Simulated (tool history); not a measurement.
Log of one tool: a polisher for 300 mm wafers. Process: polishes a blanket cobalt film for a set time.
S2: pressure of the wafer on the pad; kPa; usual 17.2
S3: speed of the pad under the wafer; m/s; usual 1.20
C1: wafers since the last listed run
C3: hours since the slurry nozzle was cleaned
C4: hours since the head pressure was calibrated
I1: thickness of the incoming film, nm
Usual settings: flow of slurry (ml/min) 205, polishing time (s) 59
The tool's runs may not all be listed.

run 1 day=0.000 | flow_of_slurry_(ml/min)=205 S2=17.2 S3=1.20 polishing_time_(s)=59 | C1=0 wafers_polished_on_this_pad=917 C3=63.7 C4=360.6 | I1=1325.9 | film_removed_(Å)=4272
run 2 day=2.450 | flow_of_slurry_(ml/min)=205 S2=17.2 S3=1.20 polishing_time_(s)=59 | C1=862 wafers_polished_on_this_pad=1779 C3=122.5 C4=419.4 | I1=1306.2 | film_removed_(Å)=4186
run 3 day=6.733 | flow_of_slurry_(ml/min)=205 S2=17.2 S3=1.20 polishing_time_(s)=59 | C1=1508 wafers_polished_on_this_pad=3287 C3=225.3 C4=522.2 | I1=1323.8 | film_removed_(Å)=3954
-- day=6.938 worn pad replaced by a new one
run 4 day=8.521 | flow_of_slurry_(ml/min)=205 S2=17.2 S3=1.20 polishing_time_(s)=59 | C1=570 wafers_polished_on_this_pad=557 C3=268.2 C4=565.1 | I1=1321.7 | film_removed_(Å)=4308
run 5 day=11.892 | flow_of_slurry_(ml/min)=205 S2=17.2 S3=1.20 polishing_time_(s)=59 | C1=1186 wafers_polished_on_this_pad=1744 C3=349.1 C4=646.0 | I1=1326.9 | film_removed_(Å)=4119
run 6 day=14.325 | flow_of_slurry_(ml/min)=205 S2=17.2 S3=1.20 polishing_time_(s)=59 | C1=856 wafers_polished_on_this_pad=2601 C3=407.5 C4=704.4 | I1=1340.8 | film_removed_(Å)=4109
-- day=16.100 worn pad replaced by a new one
run 7 day=16.912 | flow_of_slurry_(ml/min)=205 S2=17.2 S3=0.94 polishing_time_(s)=59 | C1=852 wafers_polished_on_this_pad=285 C3=469.6 C4=766.5 | I1=1338.0 | film_removed_(Å)=3581
run 8 day=19.746 | flow_of_slurry_(ml/min)=160 S2=13.1 S3=1.32 polishing_time_(s)=71 | C1=997 wafers_polished_on_this_pad=1283 C3=537.6 C4=834.5 | I1=1352.9 | film_removed_(Å)=4007
run 9 day=23.008 | flow_of_slurry_(ml/min)=250 S2=12.4 S3=1.20 polishing_time_(s)=41 | C1=1148 wafers_polished_on_this_pad=2432 C3=615.9 C4=912.8 | I1=1328.9 | film_removed_(Å)=2091
-- day=24.246 slurry nozzle cleaned
-- day=26.142 worn pad replaced by a new one
run 10 day=26.162 | flow_of_slurry_(ml/min)=260 S2=17.2 S3=1.06 polishing_time_(s)=41 | C1=1037 wafers_polished_on_this_pad=7 C3=46.0 C4=988.5 | I1=1335.1 | film_removed_(Å)=2794
run 11 day=29.904 | flow_of_slurry_(ml/min)=250 S2=17.2 S3=1.54 polishing_time_(s)=77 | C1=1317 wafers_polished_on_this_pad=1324 C3=135.8 C4=1078.3 | I1=1350.2 | film_removed_(Å)=6968
-- day=33.667 head pressure recalibrated
-- day=35.417 worn pad replaced by a new one
run 12 day=36.175 | flow_of_slurry_(ml/min)=205 S2=17.2 S3=1.20 polishing_time_(s)=59 | C1=2119 wafers_polished_on_this_pad=266 C3=286.3 C4=60.2 | I1=1314.6 | film_removed_(Å)=4373
run 13 day=40.104 | flow_of_slurry_(ml/min)=155 S2=12.4 S3=1.20 polishing_time_(s)=45 | C1=1383 wafers_polished_on_this_pad=1649 C3=380.6 C4=154.5 | I1=1337.7 | film_removed_(Å)=2184
-- day=43.550 worn pad replaced by a new one
run 14 day=44.204 | flow_of_slurry_(ml/min)=205 S2=17.2 S3=1.44 polishing_time_(s)=59 | C1=1384 wafers_polished_on_this_pad=230 C3=479.0 C4=252.9 | I1=1327.6 | film_removed_(Å)=5100

3 ways to go on from here, each from the tool as it stands after run 14. What would each give?
run A day=44.221 | flow_of_slurry_(ml/min)=205 S2=20.0 S3=1.20 polishing_time_(s)=59 | C1=5 wafers_polished_on_this_pad=236 C3=479.4 C4=253.3 | I1=1329.9 | film_removed_(Å)=?
run B day=44.221 | flow_of_slurry_(ml/min)=270 S2=20.0 S3=1.20 polishing_time_(s)=59 | C1=5 wafers_polished_on_this_pad=236 C3=479.4 C4=253.3 | I1=1329.9 | film_removed_(Å)=?
run C day=44.221 | flow_of_slurry_(ml/min)=145 S2=21.4 S3=1.20 polishing_time_(s)=41 | C1=5 wafers_polished_on_this_pad=236 C3=479.4 C4=253.3 | I1=1329.9 | film_removed_(Å)=?

run=A film_removed_(Å)=5096
run=B film_removed_(Å)=5270
run=C film_removed_(Å)=3564
Without the tool's hidden state the same runs would have given:
run=A film_removed_(Å)=5213
run=B film_removed_(Å)=5391
run=C film_removed_(Å)=3646
